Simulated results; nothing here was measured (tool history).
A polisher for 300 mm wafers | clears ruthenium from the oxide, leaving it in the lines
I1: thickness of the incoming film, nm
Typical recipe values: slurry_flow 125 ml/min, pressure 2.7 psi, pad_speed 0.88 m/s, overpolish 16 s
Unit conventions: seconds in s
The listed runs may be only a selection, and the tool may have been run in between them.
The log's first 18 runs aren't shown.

-- hour=877.5 slurry nozzle cleaned
run 19 hour=906.0 | slurry_flow=125 pressure=2.7 pad_speed=1.04 overpolish=16 | I1=154.7 | seconds=113.0
run 20 hour=960.6 | slurry_flow=125 pressure=2.7 pad_speed=1.12 overpolish=16 | I1=153.8 | seconds=103.7
-- hour=1005.1 head pressure recalibrated
run 21 hour=1014.7 | slurry_flow=100 pressure=2.7 pad_speed=0.88 overpolish=16 | I1=156.7 | seconds=132.6
run 22 hour=1047.0 | slurry_flow=125 pressure=2.7 pad_speed=0.88 overpolish=16 | I1=154.5 | seconds=128.3
run 23 hour=1092.5 | slurry_flow=125 pressure=2.7 pad_speed=0.88 overpolish=21 | I1=157.2 | seconds=134.1
-- hour=1104.1 worn pad replaced by a new one
run 24 hour=1159.8 | slurry_flow=145 pressure=2.7 pad_speed=1.00 overpolish=12 | I1=152.6 | seconds=109.9
run 25 hour=1210.7 | slurry_flow=125 pressure=2.7 pad_speed=0.88 overpolish=16 | I1=154.1 | seconds=129.4
run 26 hour=1270.5 | slurry_flow=125 pressure=2.7 pad_speed=0.88 overpolish=16 | I1=155.6 | seconds=129.3
run 27 hour=1305.0 | slurry_flow=125 pressure=2.4 pad_speed=0.88 overpolish=25 | I1=154.1 | seconds=143.0
-- hour=1310.7 slurry nozzle cleaned
run 28 hour=1349.5 | slurry_flow=125 pressure=2.7 pad_speed=1.18 overpolish=25 | I1=157.1 | seconds=100.2
run 29 hour=1412.0 | slurry_flow=125 pressure=2.7 pad_speed=1.00 overpolish=22 | I1=156.0 | seconds=115.1
run 30 hour=1439.1 | slurry_flow=125 pressure=2.7 pad_speed=0.88 overpolish=21 | I1=155.1 | seconds=131.1
run 31 hour=1473.2 | slurry_flow=125 pressure=1.8 pad_speed=0.74 overpolish=16 | I1=152.8 | seconds=202.4
run 32 hour=1508.0 | slurry_flow=125 pressure=2.4 pad_speed=0.80 overpolish=16 | I1=158.0 | seconds=158.6
run 33 hour=1545.9 | slurry_flow=115 pressure=3.2 pad_speed=0.88 overpolish=21 | I1=153.4 | seconds=116.7
run 34 hour=1571.9 | slurry_flow=100 pressure=2.3 pad_speed=0.72 overpolish=26 | I1=154.1 | seconds=189.2
-- hour=1601.4 worn pad replaced by a new one
run 35 hour=1602.5 | slurry_flow=125 pressure=2.7 pad_speed=0.88 overpolish=25 | I1=155.6 | seconds=135.7

Estimate the outcome of run 36 from the log above:
run 36 hour=1661.6 | slurry_flow=160 pressure=2.1 pad_speed=0.88 overpolish=16 | I1=155.1 | seconds=?

seconds: 150.8 s
With no hidden state in the tool, this same run would have given seconds 147.5 s.

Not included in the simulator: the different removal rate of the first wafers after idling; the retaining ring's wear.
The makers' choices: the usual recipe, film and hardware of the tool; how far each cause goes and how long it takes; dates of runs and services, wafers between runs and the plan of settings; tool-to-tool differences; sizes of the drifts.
